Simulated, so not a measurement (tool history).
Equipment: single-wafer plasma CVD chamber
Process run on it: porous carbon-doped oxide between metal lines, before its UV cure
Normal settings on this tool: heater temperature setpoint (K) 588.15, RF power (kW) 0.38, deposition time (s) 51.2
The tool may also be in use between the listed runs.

run    hour  heater temperature setpoint (K)  RF power (kW)  deposition time (s)  wafers since the last listed run  hours since the last thermocouple change  hours since the last RF generator calibration  hours since the showerhead was replaced  hours since the gauge calibration  read-back reference wafer on the same gauge, thickness_nm  mean film thickness on the monitor wafer (Å)
  1       0                           592.15           0.38                 51.2                                 0                                    1213.2                                         1157.6                                   2984.1                              319.4                                                    226.879                                       1798.81
  2    50.6                           592.15           0.38                 51.2                               828                                    1263.8                                         1208.2                                   3034.7                                370                                                    227.041                                       1792.21
  3    90.5                           588.15           0.38                 51.2                               653                                    1303.7                                         1248.1                                   3074.6                              409.9                                                    227.261                                       1838.93
  4   173.2                           588.15           0.38                 51.2                              1354                                    1386.4                                         1330.8                                   3157.3                              492.6                                                    227.235                                       1838.57
  5   265.8                           588.15           0.38                 45.2                              1516                                      1479                                         1423.4                                   3249.9                              585.2                                                    227.186                                       1619.52
  6     359                           588.15           0.38                 45.2                              1525                                    1572.2                                         1516.6                                   3343.1                              678.4                                                    226.956                                       1620.76
  7   458.3                           588.15           0.38                 45.2                              1625                                    1671.5                                         1615.9                                   3442.4                              777.7                                                     226.92                                        1626.3
  8   531.5                           598.15           0.38                 51.2                              1198                                    1744.7                                         1689.1                                   3515.6                              850.9                                                    227.005                                       1730.28
  9   591.5                           598.15           0.38                 51.2                               982                                    1804.7                                         1749.1                                   3575.6                              910.9                                                    227.075                                       1730.35
 10   678.4                           592.15          0.315                 51.2                              1422                                    1891.6                                           1836                                   3662.5                              997.8                                                    226.926                                       1493.66
      719.5  -- showerhead replaced
      733.8  -- thermocouple changed; heater temperature recalibrated
 11   754.3                           577.15          0.315                 58.3                               980                                      20.5                                         1911.9                                     34.8                             1073.7                                                    226.923                                       1889.41
 12   800.7                           592.15           0.38                 51.2                               759                                      66.9                                         1958.3                                     81.2                             1120.1                                                     227.15                                       1848.91
 13   842.9                           575.15          0.415                 51.2                               690                                     109.1                                         2000.5                                    123.4                             1162.3                                                    227.055                                       2204.26
      869.5  -- gauge calibrated
      919.7  -- RF generator calibrated
 14   920.9                           588.15           0.38                 56.9                              1146                                     187.1                                            1.2                                    201.4                               51.4                                                    227.098                                       2081.71
 15   962.5                           592.15           0.38                   55                               681                                     228.7                                           42.8                                      243                                 93                                                    226.979                                       1969.05
 16  1024.7                           599.15           0.43                   57                              1018                                     290.9                                            105                                    305.2                              155.2                                                    227.216                                       2173.86
 17  1101.7                           588.15          0.355                 41.1                              1260                                     367.9                                            182                                    382.2                              232.2                                                    226.925                                       1397.43
 18    1165                           594.15           0.36                 61.3                              1036                                     431.2                                          245.3                                    445.5                              295.5                                                    227.064                                        2027.2

Here are 3 independent what-if runs from the current tool condition. What would each one return?
  A  1165.4                           595.15           0.38                 51.2                                 6                                     431.6                                          245.7                                    445.9                              295.9                                                          ?                                             ?
  B  1165.4                           598.15           0.42                   55                                 6                                     431.6                                          245.7                                    445.9                              295.9                                                          ?                                             ?
  C  1165.4                           588.15           0.42                 43.2                                 6                                     431.6                                          245.7                                    445.9                              295.9                                                          ?                                             ?

run  read-back reference wafer on the same gauge, thickness_nm  mean film thickness on the monitor wafer (Å)
  A                                                    227.012                                       1785.09
  B                                                    227.012                                       2069.35
  C                                                    227.012                                       1727.97
What these runs would have given with no unlogged condition in the tool:
run  mean film thickness on the monitor wafer (Å)
  A                                       1818.43
  B                                       2107.46
  C                                       1761.96
